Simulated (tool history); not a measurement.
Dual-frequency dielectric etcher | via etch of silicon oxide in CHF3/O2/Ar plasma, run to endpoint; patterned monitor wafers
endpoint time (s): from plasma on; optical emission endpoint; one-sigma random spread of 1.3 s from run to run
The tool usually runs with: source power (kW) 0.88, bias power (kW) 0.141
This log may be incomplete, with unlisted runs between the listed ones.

run	hour	source power (kW)	bias power (kW)	incoming incoming film thickness, nm	endpoint time (s)
1	0	0.88	0.166	411.8	179
2	12.9	0.88	0.141	406	187.7
3	40.5	0.88	0.141	410.3	191.1
# hour 61.1: bias power generator calibrated
# hour 89: upper electrode replaced
4	89.5	0.88	0.141	409.1	189.5
5	91.5	0.88	0.141	410.5	190.6
6	104.7	0.88	0.141	414.4	194.2
7	119	0.71	0.149	407.1	208.7
8	153.7	0.71	0.149	413.9	212.2
9	176.9	0.71	0.149	406.6	206.4
10	211.4	0.88	0.141	410	186.6
11	237.1	0.72	0.122	409.6	225.8
12	265.7	0.72	0.122	403.7	222.6
13	285.2	0.88	0.164	406.3	172.7
14	314.3	0.88	0.141	413	189.2
# hour 334.2: source power generator calibrated
15	339.9	1.07	0.163	408.5	157.9
16	359.4	0.88	0.108	413.6	214
# hour 406.2: wet clean of the chamber
17	406.7	1.06	0.131	409.5	183.4
18	440.5	0.88	0.141	410.1	195.8
19	472	0.88	0.141	408.1	195
20	489.9	1.03	0.107	409.9	207.4
21	522.2	0.88	0.113	410.2	217.3
22	549.5	0.72	0.156	411.4	208.5
23	565.5	0.88	0.141	407.1	193.7
24	656.1	1.08	0.15	409	167.8
25	673.8	0.98	0.176	408.1	162
26	695.1	0.88	0.141	409.8	191.4
27	721	0.71	0.17	407.6	195.5
28	745.2	0.88	0.141	408.4	190.9
29	776.8	0.88	0.166	410.7	178.6
30	805.7	0.88	0.141	414.6	193.6
31	820.6	1.09	0.169	411.3	157.6
32	840.3	1	0.166	411.6	165.9
33	866.4	0.88	0.168	404	171.2
34	892.6	1.03	0.125	413.2	187.9
35	908.9	1.09	0.141	409.7	168.5

Each row is a separate what-if for the run after 35, all from the same tool condition, not one after another. Results?
A	909.4	0.88	0.141	410.8	?
B	909.4	1.09	0.172	410.8	?
C	909.4	1.04	0.159	410.8	?
D	909.4	0.68	0.15	410.8	?

run	endpoint time (s)
A	189
B	154.3
C	163.8
D	212.4
With the hidden condition removed and each run's random variation left untouched, the same runs would have given:
run	endpoint time (s)
A	196.4
B	160.3
C	170.1
D	220.6

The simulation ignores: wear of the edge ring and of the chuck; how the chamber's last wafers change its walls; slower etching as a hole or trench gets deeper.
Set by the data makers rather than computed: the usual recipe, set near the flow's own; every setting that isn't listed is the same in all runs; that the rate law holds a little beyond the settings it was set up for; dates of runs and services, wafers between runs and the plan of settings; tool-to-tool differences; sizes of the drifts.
